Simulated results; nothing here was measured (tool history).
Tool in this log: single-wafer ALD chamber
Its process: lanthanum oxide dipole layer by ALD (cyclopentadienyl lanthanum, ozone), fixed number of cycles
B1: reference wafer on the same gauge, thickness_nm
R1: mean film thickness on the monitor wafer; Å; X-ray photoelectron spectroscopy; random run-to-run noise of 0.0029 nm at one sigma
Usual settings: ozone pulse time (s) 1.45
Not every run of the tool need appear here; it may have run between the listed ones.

Run 1, hour 0: usual settings; B1 0.566. Result: R1 5.99 Å.
Run 2, hour 33.6: usual settings; B1 0.565. Result: R1 5.9 Å.
Run 3, hour 94.8: usual settings; B1 0.566. Result: R1 5.89 Å.
Run 4, hour 186.1: usual settings; B1 0.566. Result: R1 5.88 Å.
Run 5, hour 217.2: usual settings; B1 0.566. Result: R1 5.9 Å.
Run 6, hour 250.2: usual settings; B1 0.566. Result: R1 5.94 Å.
Run 7, hour 301.2: usual settings; B1 0.566. Result: R1 5.93 Å.
Run 8, hour 354.4: usual settings; B1 0.567. Result: R1 5.89 Å.
Run 9, hour 392.9: usual settings; B1 0.566. Result: R1 5.88 Å.
Run 10, hour 499.6: usual settings; B1 0.566. Result: R1 5.81 Å.
Run 11, hour 554.2: usual settings but ozone pulse time (s) 1.65; B1 0.566. Result: R1 5.97 Å.
Run 12, hour 618.8: usual settings but ozone pulse time (s) 1.65; B1 0.567. Result: R1 5.99 Å.
Run 13, hour 674.5: usual settings; B1 0.566. Result: R1 5.79 Å.
At hour 717: thermocouple changed; heater temperature recalibrated.
Run 14, hour 717.5: usual settings; B1 0.566. Result: R1 5.84 Å.
Run 15, hour 739.7: usual settings but ozone pulse time (s) 1.19; B1 0.567. Result: R1 5.64 Å.
Run 16, hour 810.3: usual settings; B1 0.566. Result: R1 5.8 Å.
At hour 811.2: gauge calibrated.
Run 17, hour 838.9: usual settings but ozone pulse time (s) 1.01; B1 0.567. Result: R1 5.43 Å.
Run 18, hour 893.6: usual settings but ozone pulse time (s) 1.3; B1 0.566. Result: R1 5.67 Å.
At hour 937.8: ozone generator serviced.
Run 19, hour 962.9: usual settings; B1 0.566. Result: R1 5.95 Å.
Run 20, hour 991.3: usual settings but ozone pulse time (s) 1.27; B1 0.566. Result: R1 5.89 Å.
Run 21, hour 1025.4: usual settings but ozone pulse time (s) 0.9; B1 0.565. Result: R1 5.57 Å.
Run 22, hour 1063.8: usual settings; B1 0.567. Result: R1 5.94 Å.
Run 23, hour 1099.9: usual settings but ozone pulse time (s) 1.74; B1 0.566. Result: R1 6.08 Å.
Run 24, hour 1131.5: usual settings; B1 0.566. Result: R1 5.97 Å.
Run 25, hour 1163.1: usual settings but ozone pulse time (s) 1.26; B1 0.565. Result: R1 5.85 Å.
At hour 1199.9: showerhead replaced.
Run 26, hour 1200.4: usual settings but ozone pulse time (s) 0.89; B1 0.566. Result: R1 5.55 Å.
Run 27, hour 1250.9: usual settings; B1 0.565. Result: R1 5.95 Å.
Run 28, hour 1360.4: usual settings; B1 0.566. Result: R1 5.93 Å.
Run 29, hour 1413.9: usual settings but ozone pulse time (s) 1.24; B1 0.566. Result: R1 5.8 Å.
Run 30, hour 1451.2: usual settings; B1 0.567. Result: R1 5.9 Å.
Run 31, hour 1489.9: usual settings but ozone pulse time (s) 1.03; B1 0.566. Result: R1 5.62 Å.
Run 32, hour 1521.7: usual settings but ozone pulse time (s) 1.92; B1 0.566. Result: R1 6.13 Å.
Run 33, hour 1580.3: usual settings but ozone pulse time (s) 1.08; B1 0.566. Result: R1 5.71 Å.
Run 34, hour 1624.6: usual settings but ozone pulse time (s) 1.21; B1 0.567. Result: R1 5.74 Å.

Measured result minus the same run's result without the hidden state. Both carry the same run-to-run variation, though not necessarily the same gauge scatter:
What the log doesn't record here: wafer temperature above the value expected at the setpoint (K); ozone dose above that of a generator just serviced (%); gauge reads high (%).
run     R1
  1  -0.02
  2  -0.02
  3  -0.03
  4  -0.04
  5  -0.04
  6  -0.05
  7  -0.06
  8  -0.06
  9  -0.07
 10  -0.09
 11  -0.08
 12   -0.1
 13  -0.13
 14  -0.14
 15  -0.19
 16  -0.18
 17  -0.27
 18  -0.24
 19     +0
 20  -0.01
 21  -0.01
 22  -0.01
 23  -0.01
 24  -0.01
 25  -0.01
 26  -0.01
 27  -0.01
 28  -0.03
 29  -0.03
 30  -0.03
 31  -0.06
 32  -0.03
 33  -0.07
 34  -0.07
